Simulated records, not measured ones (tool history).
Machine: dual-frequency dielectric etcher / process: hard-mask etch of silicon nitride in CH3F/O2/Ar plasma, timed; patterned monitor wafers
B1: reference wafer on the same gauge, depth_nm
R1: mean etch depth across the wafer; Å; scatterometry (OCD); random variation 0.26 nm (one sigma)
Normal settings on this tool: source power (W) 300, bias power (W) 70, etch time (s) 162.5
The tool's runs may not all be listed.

{"run": 1, "hour": 0.0, "source power (W)": 300, "bias power (W)": 70, "etch time (s)": 162.5, "B1": 112.9, "R1": 943}
{"run": 2, "hour": 150.2, "source power (W)": 300, "bias power (W)": 70, "etch time (s)": 199.5, "B1": 112.9, "R1": 1168}
{"run": 3, "hour": 188.4, "source power (W)": 300, "bias power (W)": 70, "etch time (s)": 199.5, "B1": 112.8, "R1": 1166}
{"run": 4, "hour": 248.1, "source power (W)": 300, "bias power (W)": 81, "etch time (s)": 136, "B1": 112.8, "R1": 836}
{"run": 5, "hour": 278.3, "source power (W)": 300, "bias power (W)": 70, "etch time (s)": 162.5, "B1": 112.8, "R1": 951}
{"run": 6, "hour": 316.9, "source power (W)": 300, "bias power (W)": 70, "etch time (s)": 162.5, "B1": 112.8, "R1": 946}
{"run": 7, "hour": 362.4, "source power (W)": 300, "bias power (W)": 70, "etch time (s)": 162.5, "B1": 112.9, "R1": 949}
{"run": 8, "hour": 404.8, "source power (W)": 300, "bias power (W)": 70, "etch time (s)": 162.5, "B1": 112.8, "R1": 945}
{"run": 9, "hour": 438.1, "source power (W)": 300, "bias power (W)": 70, "etch time (s)": 162.5, "B1": 112.8, "R1": 942}
{"run": 10, "hour": 485.2, "source power (W)": 300, "bias power (W)": 70, "etch time (s)": 162.5, "B1": 112.8, "R1": 952}
{"run": 11, "hour": 552.5, "source power (W)": 230, "bias power (W)": 70, "etch time (s)": 118.5, "B1": 112.8, "R1": 652}
{"run": 12, "hour": 713.6, "source power (W)": 300, "bias power (W)": 70, "etch time (s)": 126.5, "B1": 112.8, "R1": 738}
{"run": 13, "hour": 753.6, "source power (W)": 280, "bias power (W)": 70, "etch time (s)": 162.5, "B1": 112.8, "R1": 929}
{"run": 14, "hour": 812.3, "source power (W)": 240, "bias power (W)": 70, "etch time (s)": 148.5, "B1": 112.8, "R1": 819}
{"run": 15, "hour": 850.3, "source power (W)": 300, "bias power (W)": 70, "etch time (s)": 162.5, "B1": 112.9, "R1": 944}
{"run": 16, "hour": 895.2, "source power (W)": 300, "bias power (W)": 70, "etch time (s)": 162.5, "B1": 112.8, "R1": 955}
{"run": 17, "hour": 946.2, "source power (W)": 220, "bias power (W)": 63, "etch time (s)": 142, "B1": 112.8, "R1": 744}
{"run": 18, "hour": 993.8, "source power (W)": 300, "bias power (W)": 56, "etch time (s)": 145.5, "B1": 112.8, "R1": 789}
{"run": 19, "hour": 1054.7, "source power (W)": 260, "bias power (W)": 75, "etch time (s)": 162.5, "B1": 112.8, "R1": 932}
{"run": 20, "hour": 1104.0, "source power (W)": 240, "bias power (W)": 76, "etch time (s)": 162.5, "B1": 112.8, "R1": 924}
{"run": 21, "hour": 1143.1, "source power (W)": 350, "bias power (W)": 52, "etch time (s)": 209.5, "B1": 112.8, "R1": 1149}
{"run": 22, "hour": 1177.2, "source power (W)": 250, "bias power (W)": 54, "etch time (s)": 162.5, "B1": 112.7, "R1": 828}
{"run": 23, "hour": 1386.8, "source power (W)": 260, "bias power (W)": 81, "etch time (s)": 202.5, "B1": 112.8, "R1": 1193}
{"run": 24, "hour": 1432.5, "source power (W)": 230, "bias power (W)": 80, "etch time (s)": 141.5, "B1": 112.8, "R1": 814}
{"run": 25, "hour": 1461.9, "source power (W)": 260, "bias power (W)": 86, "etch time (s)": 125, "B1": 112.8, "R1": 762}
{"run": 26, "hour": 1507.3, "source power (W)": 300, "bias power (W)": 85, "etch time (s)": 128.5, "B1": 112.8, "R1": 804}
{"run": 27, "hour": 1560.7, "source power (W)": 330, "bias power (W)": 70, "etch time (s)": 162.5, "B1": 112.9, "R1": 977}
{"run": 28, "hour": 1608.0, "source power (W)": 300, "bias power (W)": 87, "etch time (s)": 162.5, "B1": 112.8, "R1": 1023}
{"run": 29, "hour": 1669.9, "source power (W)": 270, "bias power (W)": 70, "etch time (s)": 207, "B1": 112.8, "R1": 1178}
{"run": 30, "hour": 1738.5, "source power (W)": 300, "bias power (W)": 70, "etch time (s)": 162.5, "B1": 112.8, "R1": 945}

Not shown here: 8 entries made in the log between runs. Locate each between two listed runs and compare the hidden state at the listed run before it with the hidden state at the listed run after it:
From run 1 to run 2: wet clean of the chamber (hour 58.8)
  etch rate over this chamber's usual, %: -1.23 -> -0.217
  the result without the hidden state subtracted from the measured one, R1: -11 -> -3 Å
From run 9 to run 10: wet clean of the chamber (hour 470.9)
  etch rate over this chamber's usual, %: -0.992 -> 0.0213
  the result without the hidden state subtracted from the measured one, R1: -9 -> +0 Å
From run 15 to run 16: wet clean of the chamber (hour 878.2)
  etch rate over this chamber's usual, %: -0.962 -> -0.0416
  the result without the hidden state subtracted from the measured one, R1: -9 -> +0 Å
From run 18 to run 19: bias power generator calibrated (hour 1054.2)
  etch rate over this chamber's usual, %: -0.307 -> -0.471
  the result without the hidden state subtracted from the measured one, R1: -2 -> -4 Å
From run 20 to run 21: gauge calibrated (hour 1128.2)
  etch rate over this chamber's usual, %: -0.604 -> -0.709
  the result without the hidden state subtracted from the measured one, R1: -6 -> -8 Å
From run 22 to run 23: upper electrode replaced (hour 1218.3); source power generator calibrated (hour 1309.6)
  etch rate over this chamber's usual, %: -0.801 -> -1.37
  the result without the hidden state subtracted from the measured one, R1: -6 -> -16 Å
From run 23 to run 24: wet clean of the chamber (hour 1423.5)
  etch rate over this chamber's usual, %: -1.37 -> -0.0955
  the result without the hidden state subtracted from the measured one, R1: -16 -> -1 Å
